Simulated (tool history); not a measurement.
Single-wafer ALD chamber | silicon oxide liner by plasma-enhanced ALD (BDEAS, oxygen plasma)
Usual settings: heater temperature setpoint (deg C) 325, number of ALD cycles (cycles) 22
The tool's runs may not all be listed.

run   hour  heater temperature setpoint (deg C)  number of ALD cycles (cycles)  read-back reference wafer on the same gauge, thickness_nm  mean film thickness on the monitor wafer (Å)
  1    0.0                                  325                             19                                                      2.237                                         18.28
  2   24.5                                  325                             19                                                      2.237                                         18.43
  3   65.8                                  329                             22                                                      2.233                                         21.26
  4   95.5                                  329                             22                                                      2.246                                         21.21
  5  111.0                                  325                             22                                                      2.244                                         21.23
  6  140.8                                  325                             21                                                      2.238                                         20.29
  7  167.8                                  325                             21                                                      2.233                                         20.46
  8  197.1                                  325                             21                                                      2.239                                         20.41
     243.6  -- gauge calibrated
     264.7  -- thermocouple changed; heater temperature recalibrated
  9  301.9                                  311                             25                                                      2.238                                         24.75
 10  335.4                                  312                             24                                                      2.240                                         23.58
 11  354.4                                  329                             25                                                      2.235                                         24.26
 12  385.0                                  316                             22                                                      2.241                                         21.72
 13  469.4                                  330                             26                                                      2.244                                         25.18
 14  488.8                                  318                             24                                                      2.237                                         23.76
 15  523.1                                  325                             22                                                      2.240                                         21.29
 16  558.1                                  325                             22                                                      2.241                                         21.20

Forecast each of these 5 alternatives for the next run:
  A  558.5                                  318                             22                                                          ?                                             ?
  B  558.5                                  316                             19                                                          ?                                             ?
  C  558.5                                  330                             18                                                          ?                                             ?
  D  558.5                                  325                             20                                                          ?                                             ?
  E  558.5                                  325                             24                                                          ?                                             ?

run  read-back reference wafer on the same gauge, thickness_nm  mean film thickness on the monitor wafer (Å)
  A                                                      2.244                                         21.61
  B                                                      2.244                                         18.72
  C                                                      2.244                                         17.36
  D                                                      2.244                                         19.44
  E                                                      2.244                                         23.33
Without the tool's hidden state the same runs would have given:
run  mean film thickness on the monitor wafer (Å)
  A                                         21.61
  B                                         18.72
  C                                         17.36
  D                                         19.44
  E                                         23.33
